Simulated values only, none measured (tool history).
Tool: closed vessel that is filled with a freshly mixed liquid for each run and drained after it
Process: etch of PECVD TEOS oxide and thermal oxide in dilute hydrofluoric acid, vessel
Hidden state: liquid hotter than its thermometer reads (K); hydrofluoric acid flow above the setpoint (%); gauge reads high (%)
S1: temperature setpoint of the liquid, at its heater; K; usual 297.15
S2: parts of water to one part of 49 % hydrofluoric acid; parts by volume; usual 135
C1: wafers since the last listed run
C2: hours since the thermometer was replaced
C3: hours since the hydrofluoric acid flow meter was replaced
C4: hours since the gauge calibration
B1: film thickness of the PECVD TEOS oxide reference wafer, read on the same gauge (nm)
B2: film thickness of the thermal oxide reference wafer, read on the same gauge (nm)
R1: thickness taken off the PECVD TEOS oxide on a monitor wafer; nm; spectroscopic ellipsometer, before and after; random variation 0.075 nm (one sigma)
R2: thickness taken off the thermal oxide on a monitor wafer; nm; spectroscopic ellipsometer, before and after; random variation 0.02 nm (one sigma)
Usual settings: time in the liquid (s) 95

Run 1, day 0.000: usual settings but time in the liquid (s) 65; C1 0; C2 2369.9; C3 661.4; C4 172.8; B1 89.97; B2 99.984. Result: R1 10.83 nm, R2 2.153 nm.
Run 2, day 0.504: usual settings; C1 1487; C2 2382.0; C3 673.5; C4 184.9; B1 89.99; B2 99.958. Result: R1 15.57 nm, R2 3.145 nm.
Run 3, day 1.129: usual settings; C1 1844; C2 2397.0; C3 688.5; C4 199.9; B1 89.99; B2 100.022. Result: R1 15.74 nm, R2 3.148 nm.
Run 4, day 1.533: usual settings; C1 1192; C2 2406.7; C3 698.2; C4 209.6; B1 89.98; B2 99.976. Result: R1 15.76 nm, R2 3.141 nm.
Run 5, day 1.954: usual settings; C1 1241; C2 2416.8; C3 708.3; C4 219.7; B1 90.00; B2 99.997. Result: R1 15.89 nm, R2 3.155 nm.
Run 6, day 2.467: usual settings; C1 1512; C2 2429.1; C3 720.6; C4 232.0; B1 90.01; B2 99.981. Result: R1 15.77 nm, R2 3.161 nm.
Run 7, day 3.150: usual settings; C1 2016; C2 2445.5; C3 737.0; C4 248.4; B1 90.01; B2 100.030. Result: R1 15.85 nm, R2 3.169 nm.
Run 8, day 3.592: usual settings; C1 1303; C2 2456.1; C3 747.6; C4 259.0; B1 89.96; B2 99.996. Result: R1 15.87 nm, R2 3.177 nm.
Run 9, day 4.458: usual settings; C1 2557; C2 2476.9; C3 768.4; C4 279.8; B1 90.06; B2 99.998. Result: R1 15.94 nm, R2 3.183 nm.
At day 4.596: gauge calibrated.
Run 10, day 5.146: usual settings; C1 2028; C2 2493.4; C3 784.9; C4 13.2; B1 90.01; B2 99.999. Result: R1 15.85 nm, R2 3.139 nm.
Run 11, day 5.538: usual settings; C1 1155; C2 2502.8; C3 794.3; C4 22.6; B1 89.99; B2 99.981. Result: R1 15.97 nm, R2 3.201 nm.
At day 5.588: hydrofluoric acid flow meter replaced.
Run 12, day 6.250: usual settings but S2 175 parts by volume; C1 1979; C2 2519.9; C3 15.9; C4 39.7; B1 89.97; B2 100.017. Result: R1 10.80 nm, R2 2.151 nm.
Run 13, day 6.533: usual settings but S1 295.65 K, S2 200 parts by volume, time in the liquid (s) 70; C1 836; C2 2526.7; C3 22.7; C4 46.5; B1 90.00; B2 99.973. Result: R1 6.43 nm, R2 1.288 nm.
At day 6.617: thermometer replaced.
Run 14, day 7.042: usual settings but S1 298.65 K, S2 190 parts by volume, time in the liquid (s) 40; C1 1377; C2 10.2; C3 34.9; C4 58.7; B1 89.99; B2 100.001. Result: R1 4.40 nm, R2 0.879 nm.
Run 15, day 7.662: usual settings; C1 1832; C2 25.1; C3 49.8; C4 73.6; B1 89.99; B2 99.974. Result: R1 14.77 nm, R2 2.923 nm.
Run 16, day 7.958: usual settings but S1 300.65 K, S2 205 parts by volume, time in the liquid (s) 135; C1 872; C2 32.2; C3 56.9; C4 80.7; B1 89.99; B2 100.002. Result: R1 14.55 nm, R2 2.875 nm.
Run 17, day 8.538: usual settings; C1 1709; C2 46.1; C3 70.8; C4 94.6; B1 90.00; B2 100.034. Result: R1 14.78 nm, R2 2.909 nm.
Run 18, day 8.800: usual settings but S2 160 parts by volume, time in the liquid (s) 80; C1 774; C2 52.4; C3 77.1; C4 100.9; B1 89.97; B2 99.992. Result: R1 10.23 nm, R2 2.037 nm.
Run 19, day 9.342: usual settings; C1 1598; C2 65.4; C3 90.1; C4 113.9; B1 90.04; B2 100.014. Result: R1 14.83 nm, R2 2.942 nm.
Run 20, day 9.921: usual settings but time in the liquid (s) 125; C1 1709; C2 79.3; C3 104.0; C4 127.8; B1 89.99; B2 99.958. Result: R1 19.68 nm, R2 3.910 nm.
Run 21, day 10.421: usual settings but S1 300.65 K, S2 180 parts by volume, time in the liquid (s) 150; C1 1475; C2 91.3; C3 116.0; C4 139.8; B1 90.01; B2 100.018. Result: R1 19.18 nm, R2 3.770 nm.
Run 22, day 11.038: usual settings but time in the liquid (s) 60; C1 1819; C2 106.1; C3 130.8; C4 154.6; B1 90.00; B2 100.004. Result: R1 9.40 nm, R2 1.866 nm.
Run 23, day 11.558: usual settings; C1 1536; C2 118.6; C3 143.3; C4 167.1; B1 90.00; B2 99.963. Result: R1 15.00 nm, R2 2.939 nm.
Run 24, day 11.896: usual settings but S2 80 parts by volume; C1 995; C2 126.7; C3 151.4; C4 175.2; B1 90.00; B2 99.971. Result: R1 26.88 nm, R2 5.400 nm.
Run 25, day 12.354: usual settings but S2 85 parts by volume, time in the liquid (s) 135; C1 1352; C2 137.7; C3 162.4; C4 186.2; B1 90.04; B2 100.037. Result: R1 35.91 nm, R2 7.055 nm.

Forecast each of these 5 alternatives for the next run:
Run A, day 12.383: usual settings but time in the liquid (s) 145; C1 86; C2 138.4; C3 163.1; C4 186.9; B1 ?; B2 ?. Result: R1 ?, R2 ?.
Run B, day 12.383: usual settings but S2 180 parts by volume, time in the liquid (s) 75; C1 86; C2 138.4; C3 163.1; C4 186.9; B1 ?; B2 ?. Result: R1 ?, R2 ?.
Run C, day 12.383: usual settings but S1 295.15 K, S2 185 parts by volume, time in the liquid (s) 60; C1 86; C2 138.4; C3 163.1; C4 186.9; B1 ?; B2 ?. Result: R1 ?, R2 ?.
Run D, day 12.383: usual settings but S1 292.65 K, time in the liquid (s) 125; C1 86; C2 138.4; C3 163.1; C4 186.9; B1 ?; B2 ?. Result: R1 ?, R2 ?.
Run E, day 12.383: usual settings but S1 299.65 K, S2 70 parts by volume; C1 86; C2 138.4; C3 163.1; C4 186.9; B1 ?; B2 ?. Result: R1 ?, R2 ?.

run     B1      B2     R1     R2
  A  90.02  99.989  22.55  4.602
  B  90.02  99.989   8.32  1.698
  C  90.02  99.989   5.97  1.219
  D  90.02  99.989  16.27  3.320
  E  90.02  99.989  34.06  6.951
Without the tool's hidden state the same runs would have given:
run     R1     R2
  A  22.01  4.491
  B   8.11  1.656
  C   5.82  1.188
  D  15.88  3.241
  E  33.28  6.792

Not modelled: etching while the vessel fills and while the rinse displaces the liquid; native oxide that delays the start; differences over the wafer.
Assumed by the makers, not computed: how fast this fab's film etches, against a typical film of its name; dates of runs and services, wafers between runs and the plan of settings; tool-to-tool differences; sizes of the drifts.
